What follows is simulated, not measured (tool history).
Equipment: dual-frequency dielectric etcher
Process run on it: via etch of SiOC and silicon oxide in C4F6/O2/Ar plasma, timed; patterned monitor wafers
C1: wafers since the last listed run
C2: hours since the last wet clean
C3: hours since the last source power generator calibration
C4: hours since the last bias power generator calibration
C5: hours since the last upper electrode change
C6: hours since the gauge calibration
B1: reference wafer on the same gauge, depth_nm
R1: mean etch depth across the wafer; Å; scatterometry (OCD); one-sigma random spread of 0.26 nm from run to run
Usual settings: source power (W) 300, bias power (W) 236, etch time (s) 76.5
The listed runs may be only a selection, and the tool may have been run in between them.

run 1 day=0.000 | source_power_(W)=300 bias_power_(W)=283 etch_time_(s)=76.5 | C1=0 C2=24.6 C3=3395.9 C4=3396.4 C5=0.5 C6=140.2 | B1=90.1 | R1=832
run 2 day=0.017 | source_power_(W)=300 bias_power_(W)=236 etch_time_(s)=76.5 | C1=3 C2=25.0 C3=3396.3 C4=3396.8 C5=0.9 C6=140.6 | B1=90.1 | R1=790
run 3 day=0.029 | source_power_(W)=300 bias_power_(W)=236 etch_time_(s)=76.5 | C1=2 C2=25.3 C3=3396.6 C4=3397.1 C5=1.2 C6=140.9 | B1=90.1 | R1=790
run 4 day=0.471 | source_power_(W)=300 bias_power_(W)=236 etch_time_(s)=76.5 | C1=81 C2=35.9 C3=3407.2 C4=3407.7 C5=11.8 C6=151.5 | B1=90.1 | R1=788
run 5 day=0.954 | source_power_(W)=280 bias_power_(W)=216 etch_time_(s)=76.5 | C1=88 C2=47.5 C3=3418.8 C4=3419.3 C5=23.4 C6=163.1 | B1=90.1 | R1=754
run 6 day=1.325 | source_power_(W)=280 bias_power_(W)=216 etch_time_(s)=76.5 | C1=68 C2=56.4 C3=3427.7 C4=3428.2 C5=32.3 C6=172.0 | B1=90.1 | R1=752
run 7 day=1.638 | source_power_(W)=280 bias_power_(W)=216 etch_time_(s)=76.5 | C1=57 C2=63.9 C3=3435.2 C4=3435.7 C5=39.8 C6=179.5 | B1=90.1 | R1=749
run 8 day=2.254 | source_power_(W)=300 bias_power_(W)=236 etch_time_(s)=89.0 | C1=113 C2=78.7 C3=3450.0 C4=3450.5 C5=54.6 C6=194.3 | B1=90.2 | R1=919
-- day=4.062 bias power generator calibrated
run 9 day=4.475 | source_power_(W)=300 bias_power_(W)=236 etch_time_(s)=89.0 | C1=377 C2=132.0 C3=3503.3 C4=9.9 C5=107.9 C6=247.6 | B1=90.1 | R1=917
-- day=5.042 source power generator calibrated
run 10 day=5.208 | source_power_(W)=380 bias_power_(W)=260 etch_time_(s)=58.5 | C1=104 C2=149.6 C3=4.0 C4=27.5 C5=125.5 C6=265.2 | B1=90.1 | R1=672
run 11 day=5.904 | source_power_(W)=240 bias_power_(W)=187 etch_time_(s)=88.0 | C1=128 C2=166.3 C3=20.7 C4=44.2 C5=142.2 C6=281.9 | B1=90.2 | R1=781
run 12 day=7.854 | source_power_(W)=330 bias_power_(W)=267 etch_time_(s)=59.5 | C1=358 C2=213.1 C3=67.5 C4=91.0 C5=189.0 C6=328.7 | B1=90.1 | R1=656
run 13 day=8.496 | source_power_(W)=300 bias_power_(W)=236 etch_time_(s)=94.5 | C1=118 C2=228.5 C3=82.9 C4=106.4 C5=204.4 C6=344.1 | B1=90.2 | R1=966
run 14 day=8.871 | source_power_(W)=300 bias_power_(W)=197 etch_time_(s)=82.5 | C1=68 C2=237.5 C3=91.9 C4=115.4 C5=213.4 C6=353.1 | B1=90.1 | R1=794
run 15 day=9.608 | source_power_(W)=300 bias_power_(W)=194 etch_time_(s)=98.0 | C1=135 C2=255.2 C3=109.6 C4=133.1 C5=231.1 C6=370.8 | B1=90.1 | R1=943
-- day=9.842 gauge calibrated
run 16 day=10.200 | source_power_(W)=250 bias_power_(W)=236 etch_time_(s)=76.5 | C1=108 C2=269.4 C3=123.8 C4=147.3 C5=245.3 C6=8.6 | B1=90.1 | R1=735
run 17 day=10.838 | source_power_(W)=360 bias_power_(W)=204 etch_time_(s)=95.5 | C1=117 C2=284.7 C3=139.1 C4=162.6 C5=260.6 C6=23.9 | B1=90.1 | R1=993
run 18 day=11.217 | source_power_(W)=300 bias_power_(W)=236 etch_time_(s)=56.5 | C1=69 C2=293.8 C3=148.2 C4=171.7 C5=269.7 C6=33.0 | B1=90.1 | R1=577
run 19 day=11.729 | source_power_(W)=330 bias_power_(W)=267 etch_time_(s)=59.5 | C1=94 C2=306.1 C3=160.5 C4=184.0 C5=282.0 C6=45.3 | B1=90.0 | R1=650
run 20 day=12.129 | source_power_(W)=280 bias_power_(W)=236 etch_time_(s)=61.0 | C1=73 C2=315.7 C3=170.1 C4=193.6 C5=291.6 C6=54.9 | B1=90.1 | R1=610
run 21 day=12.396 | source_power_(W)=350 bias_power_(W)=236 etch_time_(s)=88.5 | C1=49 C2=322.1 C3=176.5 C4=200.0 C5=298.0 C6=61.3 | B1=90.1 | R1=950
run 22 day=12.746 | source_power_(W)=300 bias_power_(W)=264 etch_time_(s)=67.5 | C1=64 C2=330.5 C3=184.9 C4=208.4 C5=306.4 C6=69.7 | B1=90.1 | R1=708
run 23 day=13.388 | source_power_(W)=300 bias_power_(W)=189 etch_time_(s)=68.0 | C1=118 C2=345.9 C3=200.3 C4=223.8 C5=321.8 C6=85.1 | B1=90.1 | R1=645
run 24 day=14.104 | source_power_(W)=330 bias_power_(W)=205 etch_time_(s)=88.0 | C1=131 C2=363.1 C3=217.5 C4=241.0 C5=339.0 C6=102.3 | B1=90.2 | R1=885
run 25 day=14.750 | source_power_(W)=300 bias_power_(W)=201 etch_time_(s)=96.5 | C1=118 C2=378.6 C3=233.0 C4=256.5 C5=354.5 C6=117.8 | B1=90.1 | R1=933
run 26 day=15.029 | source_power_(W)=300 bias_power_(W)=236 etch_time_(s)=76.5 | C1=51 C2=385.3 C3=239.7 C4=263.2 C5=361.2 C6=124.5 | B1=90.1 | R1=778
run 27 day=16.904 | source_power_(W)=300 bias_power_(W)=236 etch_time_(s)=76.5 | C1=344 C2=430.3 C3=284.7 C4=308.2 C5=406.2 C6=169.5 | B1=90.1 | R1=779
run 28 day=17.542 | source_power_(W)=300 bias_power_(W)=236 etch_time_(s)=94.5 | C1=117 C2=445.6 C3=300.0 C4=323.5 C5=421.5 C6=184.8 | B1=90.1 | R1=953
run 29 day=18.283 | source_power_(W)=340 bias_power_(W)=185 etch_time_(s)=66.5 | C1=136 C2=463.4 C3=317.8 C4=341.3 C5=439.3 C6=202.6 | B1=90.1 | R1=648
run 30 day=18.621 | source_power_(W)=330 bias_power_(W)=236 etch_time_(s)=76.5 | C1=62 C2=471.5 C3=325.9 C4=349.4 C5=447.4 C6=210.7 | B1=90.1 | R1=798

Give the tool's hidden conditions for every run:
source power that arrives over what is set, %: 0 on each run
bias power that arrives over what is set, %: 0 on each run
gauge reads high (%): 0 on each run
H1: etch rate over this chamber's usual, %
run=1 H1=-0.588
run=2 H1=-0.59
run=3 H1=-0.591
run=4 H1=-0.644
run=5 H1=-0.702
run=6 H1=-0.746
run=7 H1=-0.784
run=8 H1=-0.857
run=9 H1=-1.12
run=10 H1=-1.21
run=11 H1=-1.29
run=12 H1=-1.53
run=13 H1=-1.6
run=14 H1=-1.65
run=15 H1=-1.74
run=16 H1=-1.81
run=17 H1=-1.88
run=18 H1=-1.93
run=19 H1=-1.99
run=20 H1=-2.04
run=21 H1=-2.07
run=22 H1=-2.11
run=23 H1=-2.19
run=24 H1=-2.28
run=25 H1=-2.35
run=26 H1=-2.39
run=27 H1=-2.61
run=28 H1=-2.69
run=29 H1=-2.78
run=30 H1=-2.82

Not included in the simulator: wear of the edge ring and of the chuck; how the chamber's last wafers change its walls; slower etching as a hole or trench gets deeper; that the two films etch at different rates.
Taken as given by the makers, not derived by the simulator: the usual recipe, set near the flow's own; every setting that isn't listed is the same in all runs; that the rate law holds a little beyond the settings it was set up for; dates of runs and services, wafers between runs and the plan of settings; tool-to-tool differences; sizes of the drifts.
